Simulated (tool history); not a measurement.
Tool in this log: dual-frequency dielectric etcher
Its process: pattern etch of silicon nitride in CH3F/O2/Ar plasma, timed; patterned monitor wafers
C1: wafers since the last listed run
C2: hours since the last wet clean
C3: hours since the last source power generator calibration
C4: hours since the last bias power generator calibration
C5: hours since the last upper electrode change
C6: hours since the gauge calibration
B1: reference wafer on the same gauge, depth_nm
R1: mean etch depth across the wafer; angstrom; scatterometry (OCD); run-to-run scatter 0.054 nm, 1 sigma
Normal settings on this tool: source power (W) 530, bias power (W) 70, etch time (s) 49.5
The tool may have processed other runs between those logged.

Run 1, hour 0.0: usual settings; C1 0; C2 192.8; C3 1754.9; C4 1162.5; C5 4830.3; C6 434.2; B1 35.68. Result: R1 357.3 angstrom.
Run 2, hour 16.3: usual settings but bias power (W) 57, etch time (s) 59.5; C1 196; C2 209.1; C3 1771.2; C4 1178.8; C5 4846.6; C6 450.5; B1 35.70. Result: R1 408.3 angstrom.
Run 3, hour 33.6: usual settings but bias power (W) 57, etch time (s) 59.5; C1 208; C2 226.4; C3 1788.5; C4 1196.1; C5 4863.9; C6 467.8; B1 35.71. Result: R1 407.9 angstrom.
Run 4, hour 51.4: usual settings; C1 214; C2 244.2; C3 1806.3; C4 1213.9; C5 4881.7; C6 485.6; B1 35.70. Result: R1 356.6 angstrom.
Run 5, hour 77.2: usual settings; C1 310; C2 270.0; C3 1832.1; C4 1239.7; C5 4907.5; C6 511.4; B1 35.70. Result: R1 357.7 angstrom.
Run 6, hour 111.9: usual settings; C1 417; C2 304.7; C3 1866.8; C4 1274.4; C5 4942.2; C6 546.1; B1 35.71. Result: R1 357.4 angstrom.
Run 7, hour 146.4: usual settings but etch time (s) 56.0; C1 415; C2 339.2; C3 1901.3; C4 1308.9; C5 4976.7; C6 580.6; B1 35.67. Result: R1 405.1 angstrom.
Run 8, hour 163.2: usual settings but etch time (s) 56.0; C1 202; C2 356.0; C3 1918.1; C4 1325.7; C5 4993.5; C6 597.4; B1 35.70. Result: R1 404.3 angstrom.
Run 9, hour 188.5: usual settings but etch time (s) 56.0; C1 304; C2 381.3; C3 1943.4; C4 1351.0; C5 5018.8; C6 622.7; B1 35.69. Result: R1 405.5 angstrom.
Run 10, hour 204.2: usual settings; C1 189; C2 397.0; C3 1959.1; C4 1366.7; C5 5034.5; C6 638.4; B1 35.70. Result: R1 358.2 angstrom.
At hour 229.4: upper electrode replaced.
Run 11, hour 237.4: usual settings; C1 110; C2 430.2; C3 1992.3; C4 1399.9; C5 8.0; C6 671.6; B1 35.73. Result: R1 359.8 angstrom.
Run 12, hour 264.1: usual settings; C1 321; C2 456.9; C3 2019.0; C4 1426.6; C5 34.7; C6 698.3; B1 35.70. Result: R1 358.4 angstrom.
At hour 300.6: wet clean of the chamber.
Run 13, hour 301.1: usual settings; C1 156; C2 0.5; C3 2056.0; C4 1463.6; C5 71.7; C6 735.3; B1 35.70. Result: R1 352.3 angstrom.
Run 14, hour 301.5: usual settings; C1 4; C2 0.9; C3 2056.4; C4 1464.0; C5 72.1; C6 735.7; B1 35.70. Result: R1 352.7 angstrom.
Run 15, hour 322.3: usual settings but bias power (W) 82; C1 250; C2 21.7; C3 2077.2; C4 1484.8; C5 92.9; C6 756.5; B1 35.70. Result: R1 368.4 angstrom.
Run 16, hour 344.6: usual settings; C1 268; C2 44.0; C3 2099.5; C4 1507.1; C5 115.2; C6 778.8; B1 35.71. Result: R1 353.8 angstrom.
Run 17, hour 370.4: usual settings but source power (W) 450, bias power (W) 64; C1 310; C2 69.8; C3 2125.3; C4 1532.9; C5 141.0; C6 804.6; B1 35.70. Result: R1 327.0 angstrom.
Run 18, hour 383.7: usual settings but source power (W) 470, bias power (W) 85, etch time (s) 57.5; C1 160; C2 83.1; C3 2138.6; C4 1546.2; C5 154.3; C6 817.9; B1 35.70. Result: R1 415.0 angstrom.
At hour 394.2: gauge calibrated.
At hour 411.9: source power generator calibrated.
Run 19, hour 413.1: usual settings but etch time (s) 53.5; C1 305; C2 112.5; C3 1.2; C4 1575.6; C5 183.7; C6 18.9; B1 35.69. Result: R1 389.5 angstrom.
Run 20, hour 443.8: usual settings but bias power (W) 83, etch time (s) 54.0; C1 369; C2 143.2; C3 31.9; C4 1606.3; C5 214.4; C6 49.6; B1 35.69. Result: R1 411.8 angstrom.
Run 21, hour 531.7: usual settings but source power (W) 620; C1 1058; C2 231.1; C3 119.8; C4 1694.2; C5 302.3; C6 137.5; B1 35.70. Result: R1 382.3 angstrom.
Run 22, hour 550.8: usual settings but bias power (W) 86; C1 230; C2 250.2; C3 138.9; C4 1713.3; C5 321.4; C6 156.6; B1 35.72. Result: R1 382.2 angstrom.
At hour 563.8: bias power generator calibrated.
Run 23, hour 578.7: usual settings but source power (W) 450; C1 287; C2 278.1; C3 166.8; C4 14.9; C5 349.3; C6 184.5; B1 35.70. Result: R1 341.4 angstrom.
Run 24, hour 592.0: usual settings but source power (W) 460, bias power (W) 64, etch time (s) 39.5; C1 160; C2 291.4; C3 180.1; C4 28.2; C5 362.6; C6 197.8; B1 35.71. Result: R1 268.8 angstrom.
Run 25, hour 605.0: usual settings; C1 156; C2 304.4; C3 193.1; C4 41.2; C5 375.6; C6 210.8; B1 35.71. Result: R1 362.7 angstrom.
Run 26, hour 640.8: usual settings but source power (W) 570, bias power (W) 84; C1 431; C2 340.2; C3 228.9; C4 77.0; C5 411.4; C6 246.6; B1 35.70. Result: R1 390.9 angstrom.
Run 27, hour 659.4: usual settings but source power (W) 470, bias power (W) 85, etch time (s) 60.0; C1 224; C2 358.8; C3 247.5; C4 95.6; C5 430.0; C6 265.2; B1 35.70. Result: R1 444.9 angstrom.
Run 28, hour 689.6: usual settings but source power (W) 600; C1 363; C2 389.0; C3 277.7; C4 125.8; C5 460.2; C6 295.4; B1 35.68. Result: R1 381.2 angstrom.
Run 29, hour 704.3: usual settings; C1 177; C2 403.7; C3 292.4; C4 140.5; C5 474.9; C6 310.1; B1 35.69. Result: R1 364.0 angstrom.
Run 30, hour 722.9: usual settings but source power (W) 610, bias power (W) 79, etch time (s) 57.0; C1 224; C2 422.3; C3 311.0; C4 159.1; C5 493.5; C6 328.7; B1 35.69. Result: R1 455.1 angstrom.
Run 31, hour 749.6: usual settings but source power (W) 450, bias power (W) 64; C1 321; C2 449.0; C3 337.7; C4 185.8; C5 520.2; C6 355.4; B1 35.72. Result: R1 336.9 angstrom.

Branching from run 31: 3 alternative next runs. What would each branch give?
Run A, hour 750.0: usual settings; C1 4; C2 449.4; C3 338.1; C4 186.2; C5 520.6; C6 355.8; B1 ?. Result: R1 ?.
Run B, hour 750.0: usual settings but source power (W) 620, bias power (W) 57, etch time (s) 38.0; C1 4; C2 449.4; C3 338.1; C4 186.2; C5 520.6; C6 355.8; B1 ?. Result: R1 ?.
Run C, hour 750.0: usual settings but source power (W) 660, bias power (W) 60, etch time (s) 61.5; C1 4; C2 449.4; C3 338.1; C4 186.2; C5 520.6; C6 355.8; B1 ?. Result: R1 ?.

run     B1     R1
  A  35.70  365.3
  B  35.70  282.4
  C  35.70  473.2
With the hidden condition removed and each run's random variation left untouched, the same runs would have given:
run     R1
  A  359.2
  B  277.7
  C  465.4
